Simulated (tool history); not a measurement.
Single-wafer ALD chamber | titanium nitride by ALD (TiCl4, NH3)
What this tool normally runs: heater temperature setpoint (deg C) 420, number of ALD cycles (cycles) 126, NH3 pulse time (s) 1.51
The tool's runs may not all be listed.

run,hour,heater temperature setpoint (deg C),number of ALD cycles (cycles),NH3 pulse time (s),wafers since the last listed run,hours since the last thermocouple change,hours since the showerhead was replaced,hours since the gauge calibration,"read-back reference wafer on the same gauge, thickness_nm",mean film thickness on the monitor wafer (nm)
1,0.0,420,126,1.51,0,1586.7,5946.1,1224.5,2.641,2.804
2,69.5,420,126,1.51,114,1656.2,6015.6,1294.0,2.643,2.795
3,117.1,420,126,1.51,78,1703.8,6063.2,1341.6,2.645,2.798
4,150.0,420,126,1.51,54,1736.7,6096.1,1374.5,2.644,2.822
5,177.0,420,126,1.51,44,1763.7,6123.1,1401.5,2.645,2.799
6,220.5,420,126,1.51,71,1807.2,6166.6,1445.0,2.649,2.807
7,288.9,420,126,1.51,112,1875.6,6235.0,1513.4,2.653,2.817
8,316.9,431,126,1.16,46,1903.6,6263.0,1541.4,2.652,2.813
9,369.5,431,126,1.16,86,1956.2,6315.6,1594.0,2.656,2.804
10,406.3,431,126,1.16,60,1993.0,6352.4,1630.8,2.658,2.808
11,459.2,420,132,1.51,87,2045.9,6405.3,1683.7,2.660,2.956
12,509.3,420,132,1.51,82,2096.0,6455.4,1733.8,2.661,2.964
13,575.2,420,132,1.51,108,2161.9,6521.3,1799.7,2.669,2.972
14,618.2,425,126,1.72,70,2204.9,6564.3,1842.7,2.671,2.838
15,669.5,420,126,1.11,84,2256.2,6615.6,1894.0,2.675,2.813
16,702.9,420,126,1.11,54,2289.6,6649.0,1927.4,2.676,2.816
# hour 754.5: gauge calibrated
# hour 809.9: showerhead replaced
# hour 829.2: thermocouple changed; heater temperature recalibrated
17,885.7,420,126,1.11,274,56.5,75.8,131.2,2.625,2.760
18,938.8,420,107,1.51,87,109.6,128.9,184.3,2.626,2.369
19,965.6,433,135,1.89,44,136.4,155.7,211.1,2.624,3.014
20,1081.1,420,126,1.51,189,251.9,271.2,326.6,2.628,2.783
21,1136.2,429,143,1.51,90,307.0,326.3,381.7,2.630,3.182
22,1205.9,420,126,1.51,114,376.7,396.0,451.4,2.628,2.785
23,1373.2,407,145,1.51,275,544.0,563.3,618.7,2.634,3.183
24,1427.0,434,126,1.51,88,597.8,617.1,672.5,2.634,2.795
25,1494.1,425,126,0.98,110,664.9,684.2,739.6,2.635,2.764
26,1537.8,409,126,1.51,71,708.6,727.9,783.3,2.638,2.782
27,1589.7,420,126,1.51,85,760.5,779.8,835.2,2.635,2.784
28,1626.4,411,126,1.51,60,797.2,816.5,871.9,2.638,2.772
29,1671.3,425,115,1.51,73,842.1,861.4,916.8,2.638,2.557
30,1706.2,434,150,1.20,57,877.0,896.3,951.7,2.638,3.343
31,1733.6,420,126,1.51,45,904.4,923.7,979.1,2.641,2.804
32,1791.3,420,126,1.51,94,962.1,981.4,1036.8,2.645,2.799
33,1860.4,409,115,1.07,113,1031.2,1050.5,1105.9,2.645,2.517
34,1920.5,420,126,1.51,98,1091.3,1110.6,1166.0,2.648,2.800
35,1986.1,420,111,1.51,107,1156.9,1176.2,1231.6,2.648,2.468
36,2016.3,411,126,1.25,49,1187.1,1206.4,1261.8,2.651,2.786

How the hidden state differs across the entries between the runs, from the last listed run before each to the first after it:
In the gap between runs 16 and 17: gauge calibrated (hour 754.5); showerhead replaced (hour 809.9); thermocouple changed; heater temperature recalibrated (hour 829.2)
  gauge reads high (%): 2.13 -> 0.215
  measured value less the no-hidden-state value, mean film thickness on the monitor wafer (nm): +0.059 -> +0.005
